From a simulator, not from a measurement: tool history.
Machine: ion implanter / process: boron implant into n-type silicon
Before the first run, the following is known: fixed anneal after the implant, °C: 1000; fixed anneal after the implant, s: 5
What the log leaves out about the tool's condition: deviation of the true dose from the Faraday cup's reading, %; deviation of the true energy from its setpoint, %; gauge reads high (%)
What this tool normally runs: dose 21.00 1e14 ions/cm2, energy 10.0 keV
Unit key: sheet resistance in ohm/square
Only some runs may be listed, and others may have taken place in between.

run	hour	dose	energy	wafers since the last listed run	hours since the last dose calibration	hours since the extraction supply was calibrated	hours since the gauge calibration	read-back reference wafer on the same gauge, sheet resistance	sheet resistance
1	0.0	21.00	10.0	0	1236.4	1835.8	985.6	116.99	110.25
2	106.1	21.00	10.0	2108	1342.5	1941.9	1091.7	116.96	110.66
3	193.8	21.00	10.0	1742	1430.2	2029.6	1179.4	116.95	110.51
4	239.6	21.00	10.0	910	1476.0	2075.4	1225.2	116.97	110.67
5	303.2	21.00	10.0	1263	1539.6	2139.0	1288.8	116.94	111.11
6	467.8	21.00	10.0	3270	1704.2	2303.6	1453.4	117.06	111.19
7	537.3	21.00	10.0	1380	1773.7	2373.1	1522.9	116.92	110.76
8	623.8	21.00	10.0	1718	1860.2	2459.6	1609.4	116.93	111.00
9	725.6	21.00	10.0	2022	1962.0	2561.4	1711.2	117.02	110.82
# hour 783.8: Faraday cup replaced and dose calibrated
10	793.1	21.00	10.0	1182	9.3	2628.9	1778.7	117.01	111.14
11	839.9	22.31	10.0	929	56.1	2675.7	1825.5	117.02	109.57
12	920.5	21.00	12.0	1601	136.7	2756.3	1906.1	117.01	99.94
13	967.5	21.00	10.0	933	183.7	2803.3	1953.1	117.07	111.16
14	1020.0	21.00	10.0	1043	236.2	2855.8	2005.6	117.02	111.68
15	1089.5	22.79	8.0	1380	305.7	2925.3	2075.1	116.96	125.66
16	1166.3	16.82	8.5	1525	382.5	3002.1	2151.9	117.01	128.48
17	1273.5	21.00	6.5	2130	489.7	3109.3	2259.1	117.04	144.05
18	1347.1	21.00	10.0	1462	563.3	3182.9	2332.7	116.99	111.86
# hour 1405.0: extraction supply calibrated
19	1409.7	21.00	10.0	1084	625.9	4.7	2395.3	117.01	109.20
# hour 1423.2: gauge calibrated
20	1578.7	27.07	9.0	3357	794.9	173.7	155.5	117.10	111.27
21	1645.1	15.41	12.5	1319	861.3	240.1	221.9	116.99	107.13
22	1718.3	21.00	11.5	1454	934.5	313.3	295.1	116.99	101.13
23	1767.9	15.49	7.0	985	984.1	362.9	344.7	116.99	142.42
24	1813.8	18.91	8.0	912	1030.0	408.8	390.6	117.00	128.25
25	1879.9	21.00	10.0	1313	1096.1	474.9	456.7	117.00	109.30
26	1946.4	21.00	10.0	1321	1162.6	541.4	523.2	116.94	109.93

Here are 3 independent what-if runs from the current tool condition. What would each one return?
A	1946.8	21.00	10.0	7	1163.0	541.8	523.6	?	?
B	1946.8	23.36	8.5	7	1163.0	541.8	523.6	?	?
C	1946.8	17.05	10.0	7	1163.0	541.8	523.6	?	?

run	read-back reference wafer on the same gauge, sheet resistance	sheet resistance
A	117.15	109.02
B	117.15	117.85
C	117.15	114.80
With the hidden condition removed and each run's random variation left untouched, the same runs would have given:
run	sheet resistance
A	108.33
B	117.05
C	114.14
